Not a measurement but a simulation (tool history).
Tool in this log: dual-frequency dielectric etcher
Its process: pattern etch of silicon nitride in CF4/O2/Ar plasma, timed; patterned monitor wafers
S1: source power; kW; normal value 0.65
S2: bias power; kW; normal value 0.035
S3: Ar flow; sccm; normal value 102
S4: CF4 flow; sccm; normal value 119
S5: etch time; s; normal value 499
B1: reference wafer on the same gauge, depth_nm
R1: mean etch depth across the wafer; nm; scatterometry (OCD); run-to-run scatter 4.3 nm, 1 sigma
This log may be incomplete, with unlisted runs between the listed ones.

Run 1, hour 0: usual settings; B1 1072.5. Result: R1 1063.2 nm.
Run 2, hour 54.2: usual settings; B1 1070.3. Result: R1 1060.7 nm.
Run 3, hour 99.1: usual settings but S1 0.76 kW; B1 1069.3. Result: R1 1258.5 nm.
Run 4, hour 132.9: usual settings but S1 0.76 kW; B1 1071.6. Result: R1 1243.5 nm.
At hour 167.4: gauge calibrated.
Run 5, hour 189.4: usual settings but S1 0.76 kW; B1 1069.2. Result: R1 1252.8 nm.
At hour 232.3: wet clean of the chamber.
Run 6, hour 248.1: usual settings; B1 1071.4. Result: R1 1067.1 nm.
Run 7, hour 309.7: usual settings; B1 1069.6. Result: R1 1063.7 nm.
At hour 334.6: Ar flow controller replaced.
Run 8, hour 348.5: usual settings but S2 0.042 kW, S4 100 sccm; B1 1070.5. Result: R1 1096.6 nm.
At hour 374.6: upper electrode replaced.
Run 9, hour 384.6: usual settings; B1 1067.3. Result: R1 1060.7 nm.
At hour 395.7: source power generator calibrated.
At hour 408.2: bias power generator calibrated.
Run 10, hour 408.9: usual settings but S2 0.042 kW; B1 1069.3. Result: R1 1118.4 nm.
Run 11, hour 469.6: usual settings; B1 1071. Result: R1 1059.1 nm.
Run 12, hour 505.4: usual settings but S2 0.028 kW, S3 94 sccm, S4 96 sccm; B1 1070.6. Result: R1 990.6 nm.
Run 13, hour 530.7: usual settings; B1 1068.9. Result: R1 1054 nm.
At hour 554.1: CF4 flow controller replaced.
Run 14, hour 589.5: usual settings but S5 626 s; B1 1068.2. Result: R1 1327.9 nm.
At hour 649.2: wet clean of the chamber.
Run 15, hour 649.7: usual settings; B1 1071.1. Result: R1 1062.8 nm.
Run 16, hour 695.8: usual settings but S1 0.57 kW, S4 111 sccm; B1 1070.6. Result: R1 920.5 nm.
Run 17, hour 752: usual settings but S1 0.76 kW, S2 0.028 kW, S4 106 sccm; B1 1072.6. Result: R1 1167 nm.
Run 18, hour 814.9: usual settings but S1 0.51 kW, S4 142 sccm, S5 629 s; B1 1069.4. Result: R1 1048.8 nm.
Run 19, hour 883.1: usual settings but S4 128 sccm, S5 603.5 s; B1 1070.8. Result: R1 1298.9 nm.
Run 20, hour 932.9: usual settings but S1 0.5 kW, S2 0.038 kW, S5 378 s; B1 1070.2. Result: R1 611.2 nm.
Run 21, hour 979.8: usual settings; B1 1072.4. Result: R1 1064.1 nm.

For each run, what was the tool's unlogged condition?
etch rate over this chamber's usual, %: 0, the same for each run
source power that arrives over what is set, %: 0, the same for each run
bias power that arrives over what is set, %: 0, the same for each run
Ar flow that arrives over what is set, %: 0, the same for each run
CF4 flow that arrives over what is set, %: 0, the same for each run
gauge reads high (%): 0, the same for each run
